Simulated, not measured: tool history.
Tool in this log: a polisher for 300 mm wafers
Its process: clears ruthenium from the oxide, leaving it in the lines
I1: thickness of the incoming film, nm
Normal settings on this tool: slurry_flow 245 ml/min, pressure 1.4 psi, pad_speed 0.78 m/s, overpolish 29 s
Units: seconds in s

run 1 day=0.000 | slurry_flow=245 pressure=1.4 pad_speed=0.78 overpolish=29 | I1=105.0 | seconds=202.5
-- day=0.608 worn pad replaced by a new one
run 2 day=1.267 | slurry_flow=245 pressure=1.4 pad_speed=0.78 overpolish=29 | I1=102.9 | seconds=198.1
run 3 day=2.538 | slurry_flow=245 pressure=1.4 pad_speed=0.78 overpolish=29 | I1=104.7 | seconds=201.8
run 4 day=3.638 | slurry_flow=245 pressure=1.4 pad_speed=0.78 overpolish=29 | I1=106.3 | seconds=209.4
run 5 day=5.088 | slurry_flow=245 pressure=1.4 pad_speed=0.78 overpolish=29 | I1=106.6 | seconds=209.7
run 6 day=6.412 | slurry_flow=180 pressure=1.4 pad_speed=0.56 overpolish=29 | I1=103.6 | seconds=265.8
run 7 day=7.633 | slurry_flow=180 pressure=1.4 pad_speed=0.56 overpolish=29 | I1=104.4 | seconds=263.2
-- day=8.104 worn pad replaced by a new one
-- day=8.779 slurry nozzle cleaned
-- day=11.421 head pressure recalibrated
run 8 day=12.004 | slurry_flow=180 pressure=1.4 pad_speed=0.56 overpolish=29 | I1=104.9 | seconds=246.9
run 9 day=12.600 | slurry_flow=245 pressure=1.4 pad_speed=0.78 overpolish=29 | I1=105.4 | seconds=198.9
run 10 day=13.558 | slurry_flow=225 pressure=1.4 pad_speed=0.78 overpolish=29 | I1=103.2 | seconds=197.8
run 11 day=14.725 | slurry_flow=225 pressure=1.4 pad_speed=0.78 overpolish=29 | I1=103.4 | seconds=194.9
run 12 day=15.433 | slurry_flow=225 pressure=1.4 pad_speed=0.78 overpolish=29 | I1=106.4 | seconds=204.4
-- day=15.975 worn pad replaced by a new one
run 13 day=15.996 | slurry_flow=280 pressure=1.4 pad_speed=0.78 overpolish=29 | I1=104.5 | seconds=193.6
run 14 day=17.092 | slurry_flow=245 pressure=1.1 pad_speed=0.60 overpolish=29 | I1=104.0 | seconds=283.5
run 15 day=18.112 | slurry_flow=245 pressure=0.9 pad_speed=0.78 overpolish=39 | I1=104.5 | seconds=297.8
run 16 day=18.967 | slurry_flow=245 pressure=1.4 pad_speed=0.92 overpolish=22 | I1=105.1 | seconds=182.9
run 17 day=19.892 | slurry_flow=245 pressure=1.4 pad_speed=0.78 overpolish=29 | I1=103.4 | seconds=202.0
run 18 day=20.746 | slurry_flow=245 pressure=1.4 pad_speed=0.78 overpolish=29 | I1=106.0 | seconds=201.3
run 19 day=22.112 | slurry_flow=215 pressure=1.7 pad_speed=0.54 overpolish=18 | I1=104.3 | seconds=207.5
-- day=22.854 worn pad replaced by a new one
run 20 day=22.875 | slurry_flow=190 pressure=1.2 pad_speed=1.02 overpolish=29 | I1=103.7 | seconds=203.0
run 21 day=23.971 | slurry_flow=300 pressure=1.7 pad_speed=0.66 overpolish=43 | I1=103.0 | seconds=180.8
run 22 day=24.975 | slurry_flow=245 pressure=1.4 pad_speed=0.78 overpolish=29 | I1=103.0 | seconds=198.9
run 23 day=26.067 | slurry_flow=320 pressure=1.4 pad_speed=0.78 overpolish=18 | I1=106.1 | seconds=200.6
run 24 day=27.408 | slurry_flow=245 pressure=1.6 pad_speed=0.62 overpolish=12 | I1=103.7 | seconds=204.2
run 25 day=28.096 | slurry_flow=245 pressure=1.4 pad_speed=0.78 overpolish=16 | I1=103.4 | seconds=204.7
run 26 day=29.254 | slurry_flow=190 pressure=1.2 pad_speed=1.02 overpolish=29 | I1=105.7 | seconds=212.2

Branching from run 26: 4 alternative next runs. What would each branch give?
run A day=29.275 | slurry_flow=245 pressure=1.1 pad_speed=0.78 overpolish=29 | I1=103.3 | seconds=?
run B day=29.275 | slurry_flow=245 pressure=1.2 pad_speed=0.78 overpolish=29 | I1=103.3 | seconds=?
run C day=29.275 | slurry_flow=245 pressure=1.7 pad_speed=0.78 overpolish=29 | I1=103.3 | seconds=?
run D day=29.275 | slurry_flow=180 pressure=1.0 pad_speed=0.52 overpolish=45 | I1=103.3 | seconds=?

run=A seconds=259.0
run=B seconds=239.4
run=C seconds=173.6
run=D seconds=371.4
The same runs, with their run-to-run variation unchanged, on a tool lacking any hidden condition would have given:
run=A seconds=243.0
run=B seconds=224.6
run=C seconds=162.9
run=D seconds=342.1

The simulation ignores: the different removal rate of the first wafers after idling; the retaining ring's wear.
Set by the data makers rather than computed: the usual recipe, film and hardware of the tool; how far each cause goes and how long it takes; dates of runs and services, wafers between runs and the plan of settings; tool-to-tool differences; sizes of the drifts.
